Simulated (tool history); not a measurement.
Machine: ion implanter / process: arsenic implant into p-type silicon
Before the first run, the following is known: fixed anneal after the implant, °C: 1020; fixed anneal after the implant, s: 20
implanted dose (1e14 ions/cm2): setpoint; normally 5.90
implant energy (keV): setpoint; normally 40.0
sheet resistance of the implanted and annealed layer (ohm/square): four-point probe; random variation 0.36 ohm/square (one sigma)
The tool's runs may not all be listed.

run    hour  implanted dose (1e14 ions/cm2)  implant energy (keV)  wafers since the last listed run  hours since the last dose calibration  hours since the extraction supply was calibrated  hours since the gauge calibration  read-back reference wafer on the same gauge, sheet resistance  sheet resistance of the implanted and annealed layer (ohm/square)
  1     0.0                            5.06                  50.5                                 0                                  711.1                                            1866.1                              191.7                                                         133.01                                                             171.31
  2    30.6                            5.06                  50.5                               286                                  741.7                                            1896.7                              222.3                                                         132.97                                                             170.65
  3    81.2                            5.06                  50.5                               473                                  792.3                                            1947.3                              272.9                                                         133.02                                                             170.50
  4   126.9                            7.06                  40.0                               427                                  838.0                                            1993.0                              318.6                                                         133.02                                                             136.47
  5   317.5                            7.06                  40.0                              1784                                 1028.6                                            2183.6                              509.2                                                         133.00                                                             136.56
  6   361.8                            7.06                  40.0                               414                                 1072.9                                            2227.9                              553.5                                                         133.06                                                             136.87
  7   402.7                            5.90                  40.0                               382                                 1113.8                                            2268.8                              594.4                                                         133.03                                                             156.69
  8   428.5                            5.90                  50.5                               241                                 1139.6                                            2294.6                              620.2                                                         133.00                                                             151.90
  9   499.5                            5.90                  50.5                               664                                 1210.6                                            2365.6                              691.2                                                         133.01                                                             152.10
 10   523.9                            5.90                  44.0                               228                                 1235.0                                            2390.0                              715.6                                                         133.04                                                             154.27
 11   567.6                            5.90                  44.0                               409                                 1278.7                                            2433.7                              759.3                                                         132.95                                                             155.17
 12   636.9                            5.90                  44.0                               648                                 1348.0                                            2503.0                              828.6                                                         132.98                                                             155.13
 13   672.7                            5.05                  31.5                               335                                 1383.8                                            2538.8                              864.4                                                         133.00                                                             183.78
 14   730.7                            6.55                  40.0                               543                                 1441.8                                            2596.8                              922.4                                                         133.04                                                             144.76
      761.2  -- gauge calibrated
      780.9  -- extraction supply calibrated
      789.0  -- Faraday cup replaced and dose calibrated
 15   789.6                            5.90                  40.0                               401                                    0.6                                               8.7                               28.4                                                         132.99                                                             156.83
 16   842.9                            5.90                  40.0                               499                                   53.9                                              62.0                               81.7                                                         132.96                                                             156.63
 17   958.0                            6.70                  32.0                              1077                                  169.0                                             177.1                              196.8                                                         132.99                                                             147.02
 18  1021.0                            5.90                  40.0                               589                                  232.0                                             240.1                              259.8                                                         133.07                                                             156.62
 19  1073.0                            5.90                  40.0                               486                                  284.0                                             292.1                              311.8                                                         133.02                                                             157.39
 20  1112.8                            5.18                  29.5                               372                                  323.8                                             331.9                              351.6                                                         133.01                                                             181.59
 21  1235.9                            5.90                  32.5                              1152                                  446.9                                             455.0                              474.7                                                         133.01                                                             161.98
 22  1260.4                            5.28                  45.0                               229                                  471.4                                             479.5                              499.2                                                         133.02                                                             168.00
 23  1312.8                            4.70                  32.0                               490                                  523.8                                             531.9                              551.6                                                         132.96                                                             193.18
 24  1380.7                            6.70                  26.0                               635                                  591.7                                             599.8                              619.5                                                         132.95                                                             152.94
 25  1435.3                            4.92                  26.0                               511                                  646.3                                             654.4                              674.1                                                         133.03                                                             192.83

For run 26, what comes out?
 26  1462.4                            5.90                  40.0                               253                                  673.4                                             681.5                              701.2                                                              ?                                                                  ?

read-back reference wafer on the same gauge, sheet resistance: 133.01
sheet resistance of the implanted and annealed layer (ohm/square): 156.64
Were there no unlogged condition in the tool, this run, its random variation unchanged, would have produced sheet resistance of the implanted and annealed layer (ohm/square) 156.64.
